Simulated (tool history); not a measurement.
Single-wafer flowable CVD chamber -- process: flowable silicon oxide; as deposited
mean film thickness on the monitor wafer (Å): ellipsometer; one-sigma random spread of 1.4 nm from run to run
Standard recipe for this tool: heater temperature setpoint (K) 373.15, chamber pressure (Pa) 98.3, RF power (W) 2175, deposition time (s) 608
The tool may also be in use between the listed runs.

| run | hour | heater temperature setpoint (K) | chamber pressure (Pa) | RF power (W) | deposition time (s) | read-back reference wafer on the same gauge, thickness_nm | mean film thickness on the monitor wafer (Å) |
|---|---|---|---|---|---|---|---|
| 1 | 0.0 | 373.15 | 98.3 | 2175 | 608 | 377.058 | 3178.05 |
| 2 | 34.9 | 373.15 | 98.3 | 2175 | 608 | 377.727 | 3182.01 |
| 3 | 53.5 | 373.15 | 98.3 | 2175 | 608 | 377.827 | 3184.88 |
| 4 | 86.3 | 373.15 | 98.3 | 2175 | 608 | 378.087 | 3166.92 |
|  | 108.3 | gauge calibrated |
| 5 | 111.0 | 373.15 | 98.3 | 2175 | 608 | 378.595 | 3164.91 |
| 6 | 129.9 | 373.15 | 98.3 | 2175 | 608 | 377.871 | 3175.46 |
| 7 | 163.7 | 373.15 | 98.3 | 2175 | 608 | 378.662 | 3183.23 |
| 8 | 176.0 | 373.15 | 98.3 | 2175 | 608 | 378.162 | 3187.46 |
| 9 | 227.0 | 373.15 | 98.3 | 2175 | 608 | 378.405 | 3164.11 |
|  | 261.7 | thermocouple changed; heater temperature recalibrated |
| 10 | 262.2 | 373.15 | 98.3 | 2175 | 701 | 378.432 | 3677.02 |
| 11 | 283.0 | 373.15 | 98.3 | 2175 | 701 | 377.554 | 3639.37 |
| 12 | 386.0 | 376.15 | 98.3 | 2435 | 608 | 378.178 | 2967.80 |
| 13 | 418.7 | 376.15 | 98.3 | 2435 | 608 | 377.659 | 2971.94 |
| 14 | 432.0 | 385.15 | 98.3 | 2175 | 608 | 378.075 | 2236.81 |
| 15 | 444.8 | 373.15 | 83.2 | 2175 | 673 | 377.508 | 2952.14 |
| 16 | 475.9 | 373.15 | 98.3 | 2175 | 608 | 378.071 | 3158.53 |
| 17 | 493.5 | 373.15 | 98.3 | 2175 | 544 | 378.532 | 2821.25 |
|  | 518.0 | capacitance manometer re-zeroed and calibrated |
| 18 | 528.0 | 373.15 | 122.5 | 2175 | 501 | 378.015 | 3271.96 |

Predict the results of run 19:
|  | 564.9 | gauge calibrated |
|  | 568.2 | showerhead replaced |
| 19 | 568.7 | 373.15 | 78.8 | 1955 | 675 | ? | ? |

Run 19 measured read-back reference wafer on the same gauge, thickness_nm 378.389, mean film thickness on the monitor wafer (Å) 2784.90.
With the hidden condition absent and the run-to-run variation left alone, this run would have shown mean film thickness on the monitor wafer (Å) 2784.90.
